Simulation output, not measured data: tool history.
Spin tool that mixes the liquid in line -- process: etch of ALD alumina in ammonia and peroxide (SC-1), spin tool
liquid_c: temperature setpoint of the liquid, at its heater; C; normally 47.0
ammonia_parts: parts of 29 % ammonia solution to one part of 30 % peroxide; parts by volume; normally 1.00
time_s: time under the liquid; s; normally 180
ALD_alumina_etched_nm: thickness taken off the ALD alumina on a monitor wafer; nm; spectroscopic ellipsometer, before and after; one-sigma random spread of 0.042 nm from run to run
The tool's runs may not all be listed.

run   hour  liquid_c  ammonia_parts  time_s  read-back film thickness of the ALD alumina reference wafer, read on the same gauge (nm)  ALD_alumina_etched_nm
  1    0.0      47.0           1.00     180                                                                                     70.00                  10.82
  2   25.9      47.0           1.00     180                                                                                     69.99                  10.82
  3   54.9      47.0           1.00     180                                                                                     70.01                  10.91
  4  125.7      47.0           1.00     180                                                                                     69.99                  10.93
  5  146.7      47.0           1.00     180                                                                                     70.01                  11.01
  6  164.2      47.0           1.00     105                                                                                     70.01                   6.45
     179.6  -- ammonia flow meter replaced
  7  187.9      47.0           0.85     180                                                                                     69.99                  10.84
     214.7  -- gauge calibrated
  8  259.9      47.0           1.00     180                                                                                     70.01                  11.02
     273.6  -- thermometer replaced
  9  275.5      47.0           1.00     180                                                                                     69.98                   9.71
 10  310.6      56.0           1.20     230                                                                                     70.00                  20.66
     325.3  -- new drum of ammonia solution connected
 11  336.1      47.0           1.00     180                                                                                     70.02                   9.74
     346.4  -- heated supply line repaired
 12  357.4      47.0           1.00     265                                                                                     70.01                  14.33
 13  387.4      47.0           1.00     180                                                                                     69.98                   9.85
 14  406.1      47.0           1.20     180                                                                                     70.00                   9.97
 15  437.0      47.0           1.00     180                                                                                     69.99                   9.92
 16  460.6      56.5           1.20      90                                                                                     70.02                   8.35
 17  482.5      47.0           1.00      90                                                                                     69.98                   4.96
 18  495.3      42.0           0.85     180                                                                                     70.01                   7.32

Each row is a separate what-if for the run after 18, all from the same tool condition, not one after another. Results?
  A  495.8      47.0           1.00     180                                                                                         ?                      ?
  B  495.8      39.0           1.20     105                                                                                         ?                      ?
  C  495.8      56.5           0.75     270                                                                                         ?                      ?

run  read-back film thickness of the ALD alumina reference wafer, read on the same gauge (nm)  ALD_alumina_etched_nm
  A                                                                                     70.00                   9.86
  B                                                                                     70.00                   3.69
  C                                                                                     70.00                  24.04
With no hidden state in the tool, these same runs would have given:
run  ALD_alumina_etched_nm
  A                   9.49
  B                   3.55
  C                  23.21

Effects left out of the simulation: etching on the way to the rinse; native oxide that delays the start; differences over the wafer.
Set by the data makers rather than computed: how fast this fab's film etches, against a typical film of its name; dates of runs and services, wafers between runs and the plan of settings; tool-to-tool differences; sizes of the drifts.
